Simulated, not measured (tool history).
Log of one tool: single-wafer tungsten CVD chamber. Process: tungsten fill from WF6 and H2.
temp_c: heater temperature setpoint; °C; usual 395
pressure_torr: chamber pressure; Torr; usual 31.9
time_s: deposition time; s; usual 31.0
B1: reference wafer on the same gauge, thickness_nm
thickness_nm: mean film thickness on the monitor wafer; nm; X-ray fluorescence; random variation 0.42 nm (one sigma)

run 1 hour=0.0 | temp_c=395 pressure_torr=31.9 time_s=31.0 | B1=88.002 | thickness_nm=77.530
run 2 hour=18.8 | temp_c=395 pressure_torr=31.9 time_s=31.0 | B1=87.689 | thickness_nm=77.265
run 3 hour=38.6 | temp_c=395 pressure_torr=31.9 time_s=31.0 | B1=88.011 | thickness_nm=77.075
run 4 hour=61.2 | temp_c=407 pressure_torr=36.7 time_s=31.0 | B1=88.048 | thickness_nm=100.847
run 5 hour=95.0 | temp_c=395 pressure_torr=31.9 time_s=31.0 | B1=87.592 | thickness_nm=76.326
run 6 hour=110.2 | temp_c=395 pressure_torr=31.9 time_s=35.5 | B1=88.130 | thickness_nm=88.963
run 7 hour=133.5 | temp_c=400 pressure_torr=31.9 time_s=28.2 | B1=88.034 | thickness_nm=75.787
run 8 hour=162.9 | temp_c=400 pressure_torr=31.9 time_s=28.2 | B1=87.890 | thickness_nm=75.988
run 9 hour=181.8 | temp_c=400 pressure_torr=31.9 time_s=28.2 | B1=87.656 | thickness_nm=75.643
run 10 hour=211.2 | temp_c=395 pressure_torr=36.2 time_s=31.0 | B1=87.817 | thickness_nm=82.364
run 11 hour=235.0 | temp_c=395 pressure_torr=27.8 time_s=31.0 | B1=87.622 | thickness_nm=69.582
run 12 hour=259.6 | temp_c=395 pressure_torr=27.8 time_s=31.0 | B1=87.563 | thickness_nm=70.707
-- hour=296.6 thermocouple changed; heater temperature recalibrated
run 13 hour=360.1 | temp_c=395 pressure_torr=27.8 time_s=31.0 | B1=87.047 | thickness_nm=69.553
run 14 hour=391.0 | temp_c=395 pressure_torr=34.8 time_s=31.0 | B1=86.985 | thickness_nm=78.823
-- hour=406.4 gauge calibrated
run 15 hour=421.5 | temp_c=395 pressure_torr=31.9 time_s=31.0 | B1=88.295 | thickness_nm=76.429
run 16 hour=451.4 | temp_c=404 pressure_torr=31.9 time_s=31.0 | B1=88.057 | thickness_nm=89.652
run 17 hour=464.0 | temp_c=404 pressure_torr=31.9 time_s=31.0 | B1=88.151 | thickness_nm=89.601
run 18 hour=489.6 | temp_c=401 pressure_torr=31.9 time_s=25.4 | B1=87.909 | thickness_nm=69.927
-- hour=505.3 capacitance manometer re-zeroed and calibrated
run 19 hour=505.8 | temp_c=400 pressure_torr=31.9 time_s=25.2 | B1=88.040 | thickness_nm=67.565
run 20 hour=532.4 | temp_c=388 pressure_torr=36.7 time_s=32.9 | B1=88.064 | thickness_nm=77.440
run 21 hour=547.5 | temp_c=395 pressure_torr=31.9 time_s=31.0 | B1=87.853 | thickness_nm=76.290
run 22 hour=581.9 | temp_c=403 pressure_torr=27.5 time_s=31.0 | B1=88.071 | thickness_nm=79.604
run 23 hour=602.1 | temp_c=395 pressure_torr=31.9 time_s=31.0 | B1=87.853 | thickness_nm=76.227
run 24 hour=630.1 | temp_c=382 pressure_torr=29.5 time_s=27.2 | B1=87.465 | thickness_nm=50.862
run 25 hour=652.2 | temp_c=395 pressure_torr=31.9 time_s=31.0 | B1=87.704 | thickness_nm=75.430
-- hour=670.3 showerhead replaced
run 26 hour=688.0 | temp_c=387 pressure_torr=36.7 time_s=35.1 | B1=87.538 | thickness_nm=81.422
run 27 hour=715.8 | temp_c=395 pressure_torr=28.0 time_s=27.1 | B1=87.235 | thickness_nm=61.725
run 28 hour=737.8 | temp_c=385 pressure_torr=28.5 time_s=36.6 | B1=87.285 | thickness_nm=70.913
run 29 hour=768.7 | temp_c=395 pressure_torr=31.9 time_s=31.0 | B1=87.118 | thickness_nm=75.770
run 30 hour=799.5 | temp_c=384 pressure_torr=24.4 time_s=31.0 | B1=86.656 | thickness_nm=53.028
run 31 hour=812.7 | temp_c=395 pressure_torr=31.9 time_s=31.0 | B1=86.815 | thickness_nm=75.167
run 32 hour=840.5 | temp_c=395 pressure_torr=38.7 time_s=29.3 | B1=86.618 | thickness_nm=79.115
run 33 hour=858.7 | temp_c=390 pressure_torr=31.9 time_s=34.9 | B1=86.306 | thickness_nm=78.187
-- hour=863.7 gauge calibrated
run 34 hour=883.6 | temp_c=395 pressure_torr=35.6 time_s=31.0 | B1=88.357 | thickness_nm=81.649

What the log doesn't show, run by run:
wafer temperature above the value expected at the setpoint (K): 0 in every run
true pressure above the setpoint (%): 0 in every run
H1: gauge reads high (%)
run=1 H1=0.0301
run=2 H1=0.0255
run=3 H1=0.014
run=4 H1=-0.00749
run=5 H1=-0.0562
run=6 H1=-0.0845
run=7 H1=-0.136
run=8 H1=-0.214
run=9 H1=-0.272
run=10 H1=-0.375
run=11 H1=-0.469
run=12 H1=-0.577
run=13 H1=-1.13
run=14 H1=-1.33
run=15 H1=0.0364
run=16 H1=0.0208
run=17 H1=0.00956
run=18 H1=-0.0218
run=19 H1=-0.0475
run=20 H1=-0.0995
run=21 H1=-0.135
run=22 H1=-0.229
run=23 H1=-0.294
run=24 H1=-0.396
run=25 H1=-0.486
run=26 H1=-0.65
run=27 H1=-0.793
run=28 H1=-0.916
run=29 H1=-1.1
run=30 H1=-1.3
run=31 H1=-1.4
run=32 H1=-1.6
run=33 H1=-1.74
run=34 H1=0.298

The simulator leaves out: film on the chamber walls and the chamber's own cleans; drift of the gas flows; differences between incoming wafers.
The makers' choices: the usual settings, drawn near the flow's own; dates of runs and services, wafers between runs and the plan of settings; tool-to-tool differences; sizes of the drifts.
